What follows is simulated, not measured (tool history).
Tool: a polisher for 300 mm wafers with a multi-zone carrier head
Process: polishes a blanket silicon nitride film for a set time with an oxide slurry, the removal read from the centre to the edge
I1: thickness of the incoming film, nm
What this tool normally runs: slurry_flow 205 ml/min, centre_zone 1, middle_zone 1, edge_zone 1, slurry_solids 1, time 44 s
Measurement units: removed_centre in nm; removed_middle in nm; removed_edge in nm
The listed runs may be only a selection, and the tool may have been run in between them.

run 1 hour=0 | slurry_flow=205 centre_zone=1 middle_zone=1 edge_zone=1 slurry_solids=1 time=44 | I1=312.5 | removed_centre=32.7 removed_middle=31.3 removed_edge=33.1
run 2 hour=57.8 | slurry_flow=205 centre_zone=1 middle_zone=1 edge_zone=1 slurry_solids=1 time=58 | I1=310.3 | removed_centre=42.9 removed_middle=42.1 removed_edge=43.4
run 3 hour=123.5 | slurry_flow=205 centre_zone=1 middle_zone=1 edge_zone=1 slurry_solids=1 time=44 | I1=308.8 | removed_centre=33.5 removed_middle=31.9 removed_edge=32.9
run 4 hour=160.1 | slurry_flow=205 centre_zone=1 middle_zone=1 edge_zone=0.89 slurry_solids=1 time=44 | I1=316.5 | removed_centre=32.2 removed_middle=31.8 removed_edge=31.1
run 5 hour=186.6 | slurry_flow=205 centre_zone=1 middle_zone=1 edge_zone=1 slurry_solids=1 time=44 | I1=305.3 | removed_centre=33 removed_middle=31.8 removed_edge=32.5
run 6 hour=243.6 | slurry_flow=205 centre_zone=1 middle_zone=1 edge_zone=1 slurry_solids=0.75 time=44 | I1=306.2 | removed_centre=29.8 removed_middle=28.4 removed_edge=30.4
run 7 hour=315 | slurry_flow=205 centre_zone=0.94 middle_zone=0.91 edge_zone=1 slurry_solids=1 time=54 | I1=311.1 | removed_centre=38.1 removed_middle=35.8 removed_edge=40
run 8 hour=377.5 | slurry_flow=205 centre_zone=1 middle_zone=1 edge_zone=1 slurry_solids=1 time=44 | I1=307.1 | removed_centre=33.2 removed_middle=31.5 removed_edge=32.9
run 9 hour=419.4 | slurry_flow=205 centre_zone=1.12 middle_zone=0.95 edge_zone=1 slurry_solids=1 time=38 | I1=309.9 | removed_centre=31.1 removed_middle=25.7 removed_edge=28.1
run 10 hour=479.4 | slurry_flow=205 centre_zone=0.97 middle_zone=1 edge_zone=1 slurry_solids=1 time=44 | I1=313.3 | removed_centre=31.2 removed_middle=31.2 removed_edge=33.4
run 11 hour=518.1 | slurry_flow=150 centre_zone=1 middle_zone=1 edge_zone=1 slurry_solids=1 time=44 | I1=313.3 | removed_centre=30.2 removed_middle=30.2 removed_edge=31.8
run 12 hour=543.3 | slurry_flow=165 centre_zone=1.07 middle_zone=0.89 edge_zone=1 slurry_solids=1 time=55 | I1=311.1 | removed_centre=43.1 removed_middle=34.1 removed_edge=39.7
run 13 hour=615.2 | slurry_flow=205 centre_zone=1 middle_zone=1.07 edge_zone=1 slurry_solids=1 time=44 | I1=311.5 | removed_centre=33.3 removed_middle=33.6 removed_edge=33.1
run 14 hour=679.6 | slurry_flow=245 centre_zone=1 middle_zone=1 edge_zone=1.05 slurry_solids=1 time=44 | I1=310.6 | removed_centre=34 removed_middle=32.5 removed_edge=34.2
run 15 hour=735.1 | slurry_flow=205 centre_zone=1 middle_zone=1 edge_zone=1 slurry_solids=1 time=44 | I1=312 | removed_centre=33.1 removed_middle=31.8 removed_edge=32.6
run 16 hour=789.6 | slurry_flow=205 centre_zone=1.04 middle_zone=1 edge_zone=1 slurry_solids=0.7 time=44 | I1=316.4 | removed_centre=30.3 removed_middle=27.4 removed_edge=28.4
run 17 hour=860.4 | slurry_flow=205 centre_zone=1 middle_zone=1 edge_zone=1 slurry_solids=1 time=44 | I1=304.5 | removed_centre=32 removed_middle=31.3 removed_edge=32.3
run 18 hour=889.6 | slurry_flow=205 centre_zone=1 middle_zone=1 edge_zone=1 slurry_solids=1 time=44 | I1=314.2 | removed_centre=32.6 removed_middle=31.8 removed_edge=33.2
run 19 hour=937 | slurry_flow=205 centre_zone=1 middle_zone=1.05 edge_zone=1 slurry_solids=1.15 time=44 | I1=313.7 | removed_centre=34.3 removed_middle=35 removed_edge=35.1
run 20 hour=978.2 | slurry_flow=205 centre_zone=1.06 middle_zone=1 edge_zone=1.09 slurry_solids=0.75 time=44 | I1=308.8 | removed_centre=31.3 removed_middle=28.5 removed_edge=30.5
run 21 hour=1013.8 | slurry_flow=205 centre_zone=1 middle_zone=0.91 edge_zone=1 slurry_solids=0.75 time=44 | I1=313.7 | removed_centre=29.3 removed_middle=26.3 removed_edge=29.4

Missing from the log above: 7 entries noted between runs. For each, name the pair of listed runs it sits between and say how the tool's hidden condition differs from the listed run just before to the listed run just after:
Logged between run 5 and run 6: slurry nozzle cleaned (hour 238.3)
  both runs share identical hidden conditions
Logged between run 6 and run 7: worn pad replaced by a new one (hour 309.2)
  both runs share identical hidden conditions
Logged between run 7 and run 8: edge zone pressure recalibrated (hour 371.2)
  both runs share identical hidden conditions
Logged between run 12 and run 13: centre zone pressure recalibrated (hour 614.7)
  both runs share identical hidden conditions
Logged between run 15 and run 16: worn pad replaced by a new one (hour 759.7)
  both runs share identical hidden conditions
Logged between run 16 and run 17: slurry nozzle cleaned (hour 818.4)
  both runs share identical hidden conditions
Logged between run 20 and run 21: edge zone pressure recalibrated (hour 1013.5)
  both runs share identical hidden conditions

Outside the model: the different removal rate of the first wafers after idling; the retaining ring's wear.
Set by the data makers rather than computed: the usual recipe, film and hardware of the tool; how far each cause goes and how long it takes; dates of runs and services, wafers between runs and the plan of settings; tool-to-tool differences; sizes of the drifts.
